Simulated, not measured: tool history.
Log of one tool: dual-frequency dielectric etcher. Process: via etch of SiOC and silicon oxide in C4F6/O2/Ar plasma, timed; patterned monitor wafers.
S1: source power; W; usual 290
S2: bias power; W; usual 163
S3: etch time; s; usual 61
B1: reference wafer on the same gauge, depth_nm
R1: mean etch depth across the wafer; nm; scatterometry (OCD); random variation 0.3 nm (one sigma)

run    hour   S1   S2    S3    B1    R1
  1       0  290  163    61  52.6  54.8
       38.2  -- wet clean of the chamber
  2   105.8  290  163    61  52.7  57.1
  3   197.6  290  163    61  52.7  56.2
  4   248.1  290  163    61  52.6  56.3
  5   347.9  290  163  53.5  52.7  49.1
  6   394.5  290  163  53.5  52.7    49
  7   497.3  290  163    47  52.6  42.6
      589.9  -- wet clean of the chamber
      620.1  -- upper electrode replaced
  8   701.9  290  163    47  52.6    41
  9   780.6  290  163    47  52.7  41.1
 10   857.3  340  163    61  52.7  57.9
      861.4  -- bias power generator calibrated
 11   906.9  270  163    61  52.8  51.1
 12     955  270  163    61  52.7  50.9
     1028.4  -- wet clean of the chamber, repeated, since the last time left the tool worse
 13  1042.8  260  177  67.5  52.6  60.4
 14  1114.9  290  163    61  52.7  56.5
 15  1178.7  290  140    61  52.7  53.7
 16  1258.4  290  163    61  52.7  55.7
 17  1359.7  290  163    61  52.8  55.4
       1372  -- gauge calibrated
 18    1465  290  145    61  52.6  53.4
     1537.3  -- wet clean of the chamber
     1537.3  -- source power generator calibrated
 19  1537.8  290  163    61  52.6  56.2
 20  1571.5  330  130    55  52.7  50.7
 21  1640.3  290  163    45  52.7  41.5
 22  1724.2  310  163    54  52.7  51.7
 23    1775  330  163  74.5  52.7  72.8

Forecast run 24:
 24  1841.6  240  136  67   ?   ?

Run 24 gave B1 52.8, R1 52.1 nm.
Without the tool's hidden state the same run would have given R1 52.9 nm.
